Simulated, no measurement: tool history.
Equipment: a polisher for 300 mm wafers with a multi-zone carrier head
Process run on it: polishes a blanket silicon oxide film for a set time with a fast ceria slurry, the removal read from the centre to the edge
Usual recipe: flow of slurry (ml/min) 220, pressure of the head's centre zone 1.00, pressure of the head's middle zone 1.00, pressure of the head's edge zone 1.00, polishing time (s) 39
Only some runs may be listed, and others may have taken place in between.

run   hour  flow of slurry (ml/min)  pressure of the head's centre zone  pressure of the head's middle zone  pressure of the head's edge zone  polishing time (s)  wafers since the last listed run  wafers polished on this pad  hours since the slurry nozzle was cleaned  hours since the centre zone pressure was calibrated  hours since the edge zone pressure was calibrated  hours since the carrier head's membrane was replaced  incoming thickness of the incoming film, nm  film removed at the wafer's centre (nm)  film removed at mid-radius (nm)  film removed at the wafer's edge (nm)
  1    0.0                      220                                0.93                                1.00                              1.08                  39                                 0                          228                                       19.7                                                656.9                                              938.1                                                 414.3                                       3724.3                                    606.4                            572.5                                  614.7
  2   22.3                      220                                0.93                                1.00                              1.08                  39                               146                          374                                       42.0                                                679.2                                              960.4                                                 436.6                                       3736.7                                    623.5                            571.1                                  625.2
  3   45.4                      220                                1.00                                1.10                              1.00                  39                               151                          526                                       65.1                                                702.3                                              983.5                                                 459.7                                       3748.0                                    654.4                            620.0                                  585.9
  4   62.0                      220                                0.96                                1.00                              1.00                  39                               109                          635                                       81.7                                                718.9                                             1000.1                                                 476.3                                       3764.8                                    626.5                            587.1                                  594.3
  5   92.0                      220                                0.90                                1.00                              1.04                  47                               197                          832                                      111.7                                                748.9                                             1030.1                                                 506.3                                       3765.3                                    724.4                            694.0                                  716.6
  6  116.5                      220                                1.00                                1.00                              1.00                  39                               161                          993                                      136.2                                                773.4                                             1054.6                                                 530.8                                       3802.2                                    639.6                            575.4                                  591.0
     133.9  -- carrier head's membrane replaced by a new one
  7  148.1                      220                                1.00                                1.00                              1.00                  39                               174                         1168                                      167.8                                                805.0                                             1086.2                                                  14.2                                       3712.0                                    639.5                            578.3                                  597.6
     158.9  -- worn pad replaced by a new one
  8  164.3                      220                                1.11                                1.00                              1.00                  39                                80                           35                                      184.0                                                821.2                                             1102.4                                                  30.4                                       3784.6                                    709.2                            565.0                                  595.8
  9  188.8                      250                                1.05                                0.91                              1.00                  39                               161                          196                                      208.5                                                845.7                                             1126.9                                                  54.9                                       3690.4                                    673.7                            549.0                                  608.3
     209.6  -- centre zone pressure recalibrated
 10  219.1                      220                                1.11                                1.00                              1.00                  39                               186                          382                                      238.8                                                  9.5                                             1157.2                                                  85.2                                       3725.0                                    644.7                            568.2                                  599.1
 11  250.4                      220                                1.00                                1.00                              1.10                  39                               205                          588                                      270.1                                                 40.8                                             1188.5                                                 116.5                                       3761.8                                    601.8                            563.5                                  619.5
     259.6  -- edge zone pressure recalibrated
     261.2  -- slurry nozzle cleaned
 12  270.8                      155                                1.00                                1.00                              1.00                  46                               114                          702                                        9.6                                                 61.2                                               11.2                                                 136.9                                       3743.0                                    675.6                            645.4                                  674.8
 13  291.5                      175                                1.12                                0.88                              1.00                  33                               136                          838                                       30.3                                                 81.9                                               31.9                                                 157.6                                       3800.8                                    537.7                            426.8                                  497.0
 14  305.7                      250                                0.95                                1.04                              1.00                  32                                93                          932                                       44.5                                                 96.1                                               46.1                                                 171.8                                       3778.1                                    489.5                            487.0                                  492.4
 15  330.9                      220                                1.00                                1.00                              0.96                  39                               165                         1097                                       69.7                                                121.3                                               71.3                                                 197.0                                       3836.8                                    602.2                            571.2                                  578.8
     344.2  -- worn pad replaced by a new one
 16  344.7                      240                                1.00                                1.00                              1.00                  39                                64                            3                                       83.5                                                135.1                                               85.1                                                 210.8                                       3779.2                                    592.3                            578.8                                  603.4
 17  369.0                      220                                1.00                                1.00                              1.00                  39                               159                          163                                      107.8                                                159.4                                              109.4                                                 235.1                                       3757.6                                    601.9                            575.9                                  600.9
 18  395.7                      220                                1.00                                1.00                              1.00                  39                               175                          338                                      134.5                                                186.1                                              136.1                                                 261.8                                       3674.6                                    594.1                            589.2                                  605.9
     485.9  -- slurry nozzle cleaned
 19  487.1                      220                                1.06                                1.00                              1.00                  52                               594                          932                                        1.2                                                277.5                                              227.5                                                 353.2                                       3789.4                                    870.9                            765.1                                  790.7
 20  520.4                      220                                1.00                                0.91                              1.00                  51                               218                         1151                                       34.5                                                310.8                                              260.8                                                 386.5                                       3705.0                                    825.8                            699.2                                  775.9
 21  533.1                      260                                1.00                                1.00                              1.12                  39                                83                         1235                                       47.2                                                323.5                                              273.5                                                 399.2                                       3826.7                                    621.9                            579.1                                  639.5
     569.1  -- worn pad replaced by a new one
 22  569.6                      220                                1.00                                1.00                              1.00                  39                               213                            3                                       83.7                                                360.0                                              310.0                                                 435.7                                       3730.5                                    626.9                            580.3                                  584.6

Forecast each of these 4 alternatives for the next run:
  A  570.0                      255                                1.00                                1.00                              1.00                  39                                 2                            5                                       84.1                                                360.4                                              310.4                                                 436.1                                       3707.2                                        ?                                ?                                      ?
  B  570.0                      220                                0.97                                0.89                              1.05                  25                                 2                            5                                       84.1                                                360.4                                              310.4                                                 436.1                                       3707.2                                        ?                                ?                                      ?
  C  570.0                      180                                1.00                                1.00                              1.00                  39                                 2                            5                                       84.1                                                360.4                                              310.4                                                 436.1                                       3707.2                                        ?                                ?                                      ?
  D  570.0                      280                                1.10                                1.00                              1.04                  49                                 2                            5                                       84.1                                                360.4                                              310.4                                                 436.1                                       3707.2                                        ?                                ?                                      ?

run  film removed at the wafer's centre (nm)  film removed at mid-radius (nm)  film removed at the wafer's edge (nm)
  A                                    635.4                            590.4                                  612.2
  B                                    391.1                            338.3                                  396.0
  C                                    609.9                            569.0                                  595.5
  D                                    868.7                            748.0                                  786.0
Without the tool's hidden state the same runs would have given:
run  film removed at the wafer's centre (nm)  film removed at mid-radius (nm)  film removed at the wafer's edge (nm)
  A                                    592.9                            590.7                                  612.2
  B                                    364.9                            338.4                                  396.0
  C                                    569.1                            569.2                                  595.5
  D                                    811.0                            748.3                                  786.0
